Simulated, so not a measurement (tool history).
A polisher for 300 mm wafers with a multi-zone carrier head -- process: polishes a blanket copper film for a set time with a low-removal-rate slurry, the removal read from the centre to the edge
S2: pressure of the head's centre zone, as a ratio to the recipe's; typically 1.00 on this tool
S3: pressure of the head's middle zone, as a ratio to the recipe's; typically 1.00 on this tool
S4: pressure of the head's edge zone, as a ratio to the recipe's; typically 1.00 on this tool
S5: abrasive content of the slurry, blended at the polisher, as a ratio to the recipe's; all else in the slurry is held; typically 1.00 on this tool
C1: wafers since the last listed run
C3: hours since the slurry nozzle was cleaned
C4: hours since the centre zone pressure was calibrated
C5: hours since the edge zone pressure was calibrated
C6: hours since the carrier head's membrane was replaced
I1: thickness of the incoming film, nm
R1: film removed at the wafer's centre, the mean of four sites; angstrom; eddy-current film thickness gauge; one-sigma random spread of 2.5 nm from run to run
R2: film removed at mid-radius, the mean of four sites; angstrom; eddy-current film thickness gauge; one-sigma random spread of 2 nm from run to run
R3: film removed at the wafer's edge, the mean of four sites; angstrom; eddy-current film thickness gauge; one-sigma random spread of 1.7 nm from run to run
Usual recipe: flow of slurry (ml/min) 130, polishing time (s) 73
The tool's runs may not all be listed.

Run 1, hour 0.0: usual settings but flow of slurry (ml/min) 175, S4 0.94, S5 1.10; C1 0; wafers polished on this pad 588; C3 302.5; C4 938.7; C5 54.8; C6 408.7; I1 1006.9. Result: R1 1899 angstrom, R2 1876 angstrom, R3 1802 angstrom.
Run 2, hour 14.0: usual settings but flow of slurry (ml/min) 170, S5 0.80, polishing time (s) 87; C1 85; wafers polished on this pad 674; C3 316.5; C4 952.7; C5 68.8; C6 422.7; I1 1009.7. Result: R1 2015 angstrom, R2 2040 angstrom, R3 2019 angstrom.
Run 3, hour 26.6: usual settings but S3 1.05, S4 0.96, S5 0.70, polishing time (s) 87; C1 77; wafers polished on this pad 751; C3 329.1; C4 965.3; C5 81.4; C6 435.3; I1 1018.4. Result: R1 1807 angstrom, R2 1918 angstrom, R3 1806 angstrom.
Run 4, hour 40.8: usual settings but S2 0.94, S4 1.12; C1 86; wafers polished on this pad 838; C3 343.3; C4 979.5; C5 95.6; C6 449.5; I1 999.0. Result: R1 1495 angstrom, R2 1649 angstrom, R3 1727 angstrom.
Run 5, hour 65.6: usual settings but S2 1.04; C1 151; wafers polished on this pad 989; C3 368.1; C4 1004.3; C5 120.4; C6 474.3; I1 1026.0. Result: R1 1650 angstrom, R2 1596 angstrom, R3 1645 angstrom.
Run 6, hour 91.4: usual settings but S3 0.96, S5 1.30, polishing time (s) 51; C1 157; wafers polished on this pad 1147; C3 393.9; C4 1030.1; C5 146.2; C6 500.1; I1 1013.4. Result: R1 1130 angstrom, R2 1123 angstrom, R3 1194 angstrom.
At hour 116.3: worn pad replaced by a new one.
Run 7, hour 133.3: usual settings but S4 0.92; C1 231; wafers polished on this pad 103; C3 435.8; C4 1072.0; C5 188.1; C6 542.0; I1 988.5. Result: R1 1596 angstrom, R2 1661 angstrom, R3 1683 angstrom.
At hour 145.3: slurry nozzle cleaned.
Run 8, hour 148.4: usual settings but flow of slurry (ml/min) 150, S5 1.10; C1 86; wafers polished on this pad 190; C3 3.1; C4 1087.1; C5 203.2; C6 557.1; I1 1020.7. Result: R1 1944 angstrom, R2 1982 angstrom, R3 1903 angstrom.
At hour 152.9: centre zone pressure recalibrated.
Run 9, hour 178.4: usual settings but flow of slurry (ml/min) 160, S3 1.08; C1 171; wafers polished on this pad 361; C3 33.1; C4 25.5; C5 233.2; C6 587.1; I1 1003.4. Result: R1 1878 angstrom, R2 2030 angstrom, R3 1848 angstrom.
Run 10, hour 209.7: usual settings; C1 191; wafers polished on this pad 552; C3 64.4; C4 56.8; C5 264.5; C6 618.4; I1 1019.2. Result: R1 1711 angstrom, R2 1805 angstrom, R3 1751 angstrom.
Run 11, hour 229.3: usual settings but flow of slurry (ml/min) 150, S3 1.06, polishing time (s) 81; C1 119; wafers polished on this pad 672; C3 84.0; C4 76.4; C5 284.1; C6 638.0; I1 1023.9. Result: R1 1949 angstrom, R2 2136 angstrom, R3 2011 angstrom.
Run 12, hour 245.7: usual settings; C1 100; wafers polished on this pad 772; C3 100.4; C4 92.8; C5 300.5; C6 654.4; I1 1004.5. Result: R1 1704 angstrom, R2 1727 angstrom, R3 1723 angstrom.
At hour 266.5: carrier head's membrane replaced by a new one.
Run 13, hour 281.4: usual settings; C1 187; wafers polished on this pad 960; C3 136.1; C4 128.5; C5 336.2; C6 14.9; I1 1016.2. Result: R1 1669 angstrom, R2 1715 angstrom, R3 1693 angstrom.
Run 14, hour 309.8: usual settings but flow of slurry (ml/min) 110, S3 0.93, polishing time (s) 64; C1 173; wafers polished on this pad 1134; C3 164.5; C4 156.9; C5 364.6; C6 43.3; I1 1016.1. Result: R1 1410 angstrom, R2 1358 angstrom, R3 1447 angstrom.
At hour 341.1: worn pad replaced by a new one.
Run 15, hour 345.4: usual settings but flow of slurry (ml/min) 155, S5 1.30; C1 193; wafers polished on this pad 26; C3 200.1; C4 192.5; C5 400.2; C6 78.9; I1 1026.6. Result: R1 2044 angstrom, R2 2111 angstrom, R3 2027 angstrom.
Run 16, hour 367.8: usual settings but polishing time (s) 64; C1 136; wafers polished on this pad 163; C3 222.5; C4 214.9; C5 422.6; C6 101.3; I1 1005.5. Result: R1 1539 angstrom, R2 1622 angstrom, R3 1599 angstrom.
Run 17, hour 403.1: usual settings but flow of slurry (ml/min) 155, S4 0.95, S5 1.25, polishing time (s) 51; C1 215; wafers polished on this pad 378; C3 257.8; C4 250.2; C5 457.9; C6 136.6; I1 1007.6. Result: R1 1313 angstrom, R2 1331 angstrom, R3 1307 angstrom.
Run 18, hour 435.6: usual settings; C1 198; wafers polished on this pad 577; C3 290.3; C4 282.7; C5 490.4; C6 169.1; I1 1000.6. Result: R1 1636 angstrom, R2 1657 angstrom, R3 1703 angstrom.
Run 19, hour 463.3: usual settings but S2 1.12, S4 0.94, S5 1.30; C1 169; wafers polished on this pad 746; C3 318.0; C4 310.4; C5 518.1; C6 196.8; I1 1005.1. Result: R1 1861 angstrom, R2 1709 angstrom, R3 1696 angstrom.
Run 20, hour 485.2: usual settings but S4 1.09; C1 133; wafers polished on this pad 880; C3 339.9; C4 332.3; C5 540.0; C6 218.7; I1 1021.7. Result: R1 1580 angstrom, R2 1597 angstrom, R3 1681 angstrom.
Run 21, hour 502.5: usual settings but S3 0.96, S4 0.93, S5 1.30, polishing time (s) 80; C1 105; wafers polished on this pad 986; C3 357.2; C4 349.6; C5 557.3; C6 236.0; I1 1010.2. Result: R1 1752 angstrom, R2 1810 angstrom, R3 1811 angstrom.

Branching from run 21: 5 alternative next runs. What would each branch give?
Run A, hour 502.9: usual settings; C1 2; wafers polished on this pad 988; C3 357.6; C4 350.0; C5 557.7; C6 236.4; I1 1000.5. Result: R1 ?, R2 ?, R3 ?.
Run B, hour 502.9: usual settings but S3 1.07, S5 1.25; C1 2; wafers polished on this pad 988; C3 357.6; C4 350.0; C5 557.7; C6 236.4; I1 1000.5. Result: R1 ?, R2 ?, R3 ?.
Run C, hour 502.9: usual settings but S2 1.06, polishing time (s) 52; C1 2; wafers polished on this pad 988; C3 357.6; C4 350.0; C5 557.7; C6 236.4; I1 1000.5. Result: R1 ?, R2 ?, R3 ?.
Run D, hour 502.9: usual settings but S2 0.88, S3 1.11, S5 1.10; C1 2; wafers polished on this pad 988; C3 357.6; C4 350.0; C5 557.7; C6 236.4; I1 1000.5. Result: R1 ?, R2 ?, R3 ?.
Run E, hour 502.9: usual settings but S3 0.95; C1 2; wafers polished on this pad 988; C3 357.6; C4 350.0; C5 557.7; C6 236.4; I1 1000.5. Result: R1 ?, R2 ?, R3 ?.

run    R1    R2    R3
  A  1506  1572  1630
  B  1581  1747  1710
  C  1137  1119  1161
  D  1352  1754  1662
  E  1505  1505  1631
Without the tool's unlogged condition, the same runs would have read:
run    R1    R2    R3
  A  1934  1989  1999
  B  2032  2211  2097
  C  1461  1416  1424
  D  1737  2220  2038
  E  1934  1905  2000
